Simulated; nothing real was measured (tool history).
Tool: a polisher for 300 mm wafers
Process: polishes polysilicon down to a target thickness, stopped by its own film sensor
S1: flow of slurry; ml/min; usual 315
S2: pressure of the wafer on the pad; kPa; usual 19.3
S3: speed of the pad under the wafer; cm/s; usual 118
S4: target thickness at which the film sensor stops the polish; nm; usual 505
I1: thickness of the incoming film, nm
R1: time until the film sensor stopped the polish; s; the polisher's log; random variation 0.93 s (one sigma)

run 1 hour=0.0 | S1=315 S2=19.3 S3=118 S4=505 | I1=1234.0 | R1=88.8
run 2 hour=43.3 | S1=315 S2=19.3 S3=118 S4=505 | I1=1222.2 | R1=85.9
-- hour=65.7 worn pad replaced by a new one
run 3 hour=78.4 | S1=315 S2=19.3 S3=118 S4=505 | I1=1213.5 | R1=85.1
run 4 hour=103.6 | S1=315 S2=19.3 S3=118 S4=372 | I1=1222.4 | R1=102.4
run 5 hour=120.2 | S1=315 S2=19.3 S3=118 S4=505 | I1=1219.7 | R1=85.9
run 6 hour=138.5 | S1=315 S2=19.3 S3=118 S4=505 | I1=1205.6 | R1=86.4
run 7 hour=169.5 | S1=315 S2=19.3 S3=118 S4=505 | I1=1232.1 | R1=87.7
run 8 hour=190.8 | S1=270 S2=19.3 S3=118 S4=505 | I1=1220.9 | R1=90.4
-- hour=196.3 worn pad replaced by a new one
run 9 hour=222.2 | S1=270 S2=19.3 S3=118 S4=505 | I1=1215.8 | R1=88.0
run 10 hour=248.4 | S1=270 S2=19.3 S3=118 S4=505 | I1=1230.2 | R1=91.3
run 11 hour=262.0 | S1=315 S2=19.3 S3=118 S4=505 | I1=1218.4 | R1=88.1
run 12 hour=284.2 | S1=315 S2=19.3 S3=118 S4=646 | I1=1217.3 | R1=71.1
run 13 hour=298.9 | S1=270 S2=19.3 S3=118 S4=505 | I1=1219.1 | R1=90.3
-- hour=304.1 slurry nozzle cleaned
run 14 hour=326.5 | S1=380 S2=24.1 S3=142 S4=505 | I1=1205.7 | R1=54.6
-- hour=333.7 worn pad replaced by a new one
run 15 hour=340.7 | S1=315 S2=13.8 S3=130 S4=505 | I1=1236.6 | R1=101.0
-- hour=345.0 head pressure recalibrated
run 16 hour=364.9 | S1=315 S2=19.3 S3=118 S4=505 | I1=1231.8 | R1=84.9
run 17 hour=391.8 | S1=315 S2=15.2 S3=118 S4=722 | I1=1222.0 | R1=70.9
run 18 hour=404.7 | S1=315 S2=13.8 S3=130 S4=505 | I1=1217.2 | R1=98.6
run 19 hour=426.0 | S1=315 S2=13.1 S3=118 S4=570 | I1=1204.2 | R1=100.5
run 20 hour=445.2 | S1=270 S2=14.5 S3=84 S4=505 | I1=1238.3 | R1=150.1
-- hour=449.4 worn pad replaced by a new one
run 21 hour=473.9 | S1=315 S2=19.3 S3=118 S4=397 | I1=1210.6 | R1=98.4
run 22 hour=504.0 | S1=315 S2=19.3 S3=86 S4=685 | I1=1216.8 | R1=84.8

Forecast each of these 5 alternatives for the next run:
run A hour=504.4 | S1=315 S2=19.3 S3=118 S4=505 | I1=1242.8 | R1=?
run B hour=504.4 | S1=250 S2=23.4 S3=82 S4=568 | I1=1242.8 | R1=?
run C hour=504.4 | S1=425 S2=21.4 S3=128 S4=505 | I1=1242.8 | R1=?
run D hour=504.4 | S1=210 S2=17.2 S3=96 S4=297 | I1=1242.8 | R1=?
run E hour=504.4 | S1=350 S2=19.3 S3=138 S4=505 | I1=1242.8 | R1=?

run=A R1=88.1
run=B R1=100.9
run=C R1=72.6
run=D R1=160.7
run=E R1=74.7
Without the tool's hidden state the same runs would have given:
run=A R1=85.2
run=B R1=96.7
run=C R1=70.8
run=D R1=152.7
run=E R1=72.5
